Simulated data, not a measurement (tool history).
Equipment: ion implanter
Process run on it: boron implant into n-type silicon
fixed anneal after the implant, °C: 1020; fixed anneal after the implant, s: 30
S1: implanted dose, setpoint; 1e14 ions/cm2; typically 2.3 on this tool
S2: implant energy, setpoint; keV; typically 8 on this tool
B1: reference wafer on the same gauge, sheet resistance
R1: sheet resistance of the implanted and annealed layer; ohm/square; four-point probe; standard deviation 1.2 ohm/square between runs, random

run   hour    S1    S2      B1      R1
  1      0   2.3   6.5  545.17  473.09
  2   15.1   2.3   6.5  544.94  472.61
  3   33.2   2.3   6.5  545.35  470.86
  4     55   2.3     7  544.65   466.9
  5   82.2   2.3     7  545.12  468.88
  6  111.2   2.3     8  545.06  460.68
  7  135.9   2.3     8  544.86  461.96
  8  160.8  2.65     8  544.76  409.13
  9  177.3  2.65     8  545.17  407.64
 10  203.6  2.65     8  545.28  408.44
 11  227.7   2.3     8  545.18   460.2
 12  249.2   2.8     8  545.01  389.05
 13  266.4   2.8     8  544.49  390.44
     353.5  -- gauge calibrated
 14    363  2.92   5.5   544.9  393.48
 15  394.3  1.66     9  545.63  594.24
 16  406.5  1.97    10  545.41  511.06
 17  430.9   2.3     7  544.52   468.7
     456.9  -- Faraday cup replaced and dose calibrated
 18  457.4  1.92     9  545.14  514.28
     476.6  -- extraction supply calibrated
 19  485.9   2.3     6  545.27  465.75
 20  518.5   2.3     8   544.8  449.57
 21  543.4  1.76   9.5  544.77  550.08
 22  571.5   2.3     8  544.84  449.08
 23  593.9  2.85     8  545.03  375.11
     608.4  -- Faraday cup replaced and dose calibrated, repeated, since the last time left the tool worse
 24  614.1  2.54    10  544.97  425.22
 25  633.6  2.93  10.5  544.82  372.12

Predict the results of run 26:
 26  659.4  1.72  10   ?   ?

{"run 26": {"B1": 545.29, "R1": 584.47}}
Without the tool's hidden state the same run would have given R1 585.16 ohm/square.

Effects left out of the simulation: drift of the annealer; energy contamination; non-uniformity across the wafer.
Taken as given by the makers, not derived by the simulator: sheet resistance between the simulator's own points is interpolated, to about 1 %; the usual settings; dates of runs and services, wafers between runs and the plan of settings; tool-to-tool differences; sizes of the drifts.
